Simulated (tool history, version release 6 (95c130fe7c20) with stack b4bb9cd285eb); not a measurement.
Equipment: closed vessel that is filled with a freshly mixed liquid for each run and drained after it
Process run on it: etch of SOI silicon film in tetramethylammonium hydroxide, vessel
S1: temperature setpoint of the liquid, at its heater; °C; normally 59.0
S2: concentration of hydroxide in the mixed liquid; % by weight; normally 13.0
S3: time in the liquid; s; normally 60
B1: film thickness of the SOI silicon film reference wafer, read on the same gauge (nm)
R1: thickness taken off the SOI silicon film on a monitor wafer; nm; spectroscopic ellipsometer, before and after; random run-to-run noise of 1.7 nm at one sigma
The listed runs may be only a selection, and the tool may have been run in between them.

run	hour	S1	S2	S3	B1	R1
1	0.0	59.0	13.0	60	40.00	211.09
2	40.2	59.0	13.0	60	40.01	211.69
3	91.5	59.0	13.0	60	40.00	212.67
4	163.3	59.0	11.0	50	39.99	193.54
5	207.7	59.0	11.0	50	39.99	191.51
6	302.8	59.0	13.0	40	40.00	142.53
7	403.8	59.0	13.0	40	39.98	143.17
8	462.6	59.0	14.5	60	40.00	206.77
9	516.6	59.0	9.5	95	40.02	386.93
10	729.5	59.0	13.0	60	40.01	219.94
11	828.0	63.0	9.5	85	39.99	447.19
12	925.6	62.5	10.0	60	40.00	305.46
13	979.8	63.5	15.0	35	40.01	144.87
14	1047.1	59.0	15.5	90	39.98	277.97
15	1103.0	59.0	9.5	60	39.99	223.51
16	1290.7	62.5	10.0	60	39.99	275.63

Between the runs listed above, the log contained 4 entries, not reproduced here. Where in the sequence does each belong, and how does what the log doesn't record of the tool's condition differ from the listed run before to the listed run after?
Run 6 -> run 7: hydroxide flow meter replaced (hour 316.6)
  liquid hotter than its thermometer reads (K): 1.62 -> 1.71
  measured value less the no-hidden-state value, R1: +13.75 -> +14.54 nm
Run 12 -> run 13: thermometer replaced (hour 932.3)
  liquid hotter than its thermometer reads (K): 2.18 -> 0.583
  measured value less the no-hidden-state value, R1: +38.01 -> +5.03 nm
Run 13 -> run 14: hydroxide flow meter replaced (hour 992.8); gauge calibrated (hour 1011.8)
  liquid hotter than its thermometer reads (K): 0.583 -> 0.643
  measured value less the no-hidden-state value, R1: +5.03 -> +10.98 nm
